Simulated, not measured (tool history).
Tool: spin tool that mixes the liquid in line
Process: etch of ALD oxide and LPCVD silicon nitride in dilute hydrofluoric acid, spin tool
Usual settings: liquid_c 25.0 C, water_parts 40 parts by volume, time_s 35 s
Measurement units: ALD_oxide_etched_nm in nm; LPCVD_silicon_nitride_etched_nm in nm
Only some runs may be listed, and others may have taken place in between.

run	hour	liquid_c	water_parts	time_s	wafers since the last listed run	hours since the thermometer was replaced	hours since the hydrofluoric acid flow meter was replaced	hours since the gauge calibration	read-back film thickness of the ALD oxide reference wafer, read on the same gauge (nm)	read-back film thickness of the LPCVD silicon nitride reference wafer, read on the same gauge (nm)	ALD_oxide_etched_nm	LPCVD_silicon_nitride_etched_nm
1	0.0	25.0	40	35	0	1617.2	173.9	1049.6	30.00	50.018	12.80	0.425
2	45.9	25.0	40	35	513	1663.1	219.8	1095.5	30.00	50.000	12.56	0.386
3	129.4	25.0	40	35	934	1746.6	303.3	1179.0	30.00	50.005	12.53	0.339
4	335.9	25.0	40	35	2310	1953.1	509.8	1385.5	30.00	49.965	12.63	0.394
5	405.7	25.0	40	35	781	2022.9	579.6	1455.3	29.97	49.982	12.43	0.392
6	688.5	25.0	45	50	3164	2305.7	862.4	1738.1	30.00	49.958	15.65	0.500
7	731.2	25.0	45	50	477	2348.4	905.1	1780.8	30.03	50.005	15.44	0.489
8	768.4	25.0	45	50	416	2385.6	942.3	1818.0	30.02	49.995	15.55	0.530
9	855.0	25.0	50	30	968	2472.2	1028.9	1904.6	30.02	49.982	8.35	0.247
# hour 903.2: hydrofluoric acid flow meter replaced
10	945.8	22.5	40	25	1004	2563.0	42.6	1995.4	29.99	50.037	7.88	0.199
11	1037.0	25.0	40	35	1020	2654.2	133.8	2086.6	30.02	49.992	12.16	0.351
12	1121.2	25.0	20	45	942	2738.4	218.0	2170.8	30.00	50.005	32.56	0.859
# hour 1147.5: thermometer replaced
13	1182.0	25.0	55	40	669	34.5	278.8	2231.6	30.02	49.988	10.98	0.314
14	1241.3	28.5	60	20	663	93.8	338.1	2290.9	29.98	49.991	5.69	0.163
# hour 1277.5: gauge calibrated
15	1330.8	22.5	35	35	1001	183.3	427.6	53.3	30.04	49.984	13.88	0.447
16	1398.8	25.0	40	35	760	251.3	495.6	121.3	29.98	50.035	13.32	0.426
17	1480.8	28.5	40	20	917	333.3	577.6	203.3	30.03	49.999	8.63	0.291
18	1563.2	25.0	60	20	921	415.7	660.0	285.7	30.02	49.933	4.95	0.155
19	1653.3	29.5	30	40	1008	505.8	750.1	375.8	30.03	50.019	24.07	0.849
20	1744.5	30.0	40	35	1020	597.0	841.3	467.0	30.03	50.032	16.00	0.596
21	1821.2	25.0	40	25	858	673.7	918.0	543.7	29.99	50.020	9.28	0.323
22	1880.3	23.5	20	25	661	732.8	977.1	602.8	29.98	50.007	17.90	0.432
23	1959.5	28.0	30	55	886	812.0	1056.3	682.0	30.03	50.004	31.03	0.962
# hour 2062.5: hydrofluoric acid flow meter replaced
24	2170.8	22.5	30	45	2353	1023.3	108.3	893.3	29.98	49.963	20.27	0.539
25	2250.6	25.0	40	35	892	1103.1	188.1	973.1	30.01	50.001	12.89	0.377
26	2328.3	25.0	40	35	869	1180.8	265.8	1050.8	29.98	49.990	12.76	0.381

Below are 4 alternative next runs, each starting from the tool's condition after run 26. Predict each:
A	2328.7	25.0	40	50	4	1181.2	266.2	1051.2	?	?	?	?
B	2328.7	26.5	40	35	4	1181.2	266.2	1051.2	?	?	?	?
C	2328.7	25.0	40	15	4	1181.2	266.2	1051.2	?	?	?	?
D	2328.7	29.5	40	45	4	1181.2	266.2	1051.2	?	?	?	?

run	read-back film thickness of the ALD oxide reference wafer, read on the same gauge (nm)	read-back film thickness of the LPCVD silicon nitride reference wafer, read on the same gauge (nm)	ALD_oxide_etched_nm	LPCVD_silicon_nitride_etched_nm
A	30.01	50.028	18.00	0.523
B	30.01	50.028	13.41	0.405
C	30.01	50.028	5.40	0.157
D	30.01	50.028	19.47	0.636
What these runs would have given with no unlogged condition in the tool:
run	ALD_oxide_etched_nm	LPCVD_silicon_nitride_etched_nm
A	18.94	0.568
B	14.10	0.440
C	5.68	0.170
D	20.45	0.689

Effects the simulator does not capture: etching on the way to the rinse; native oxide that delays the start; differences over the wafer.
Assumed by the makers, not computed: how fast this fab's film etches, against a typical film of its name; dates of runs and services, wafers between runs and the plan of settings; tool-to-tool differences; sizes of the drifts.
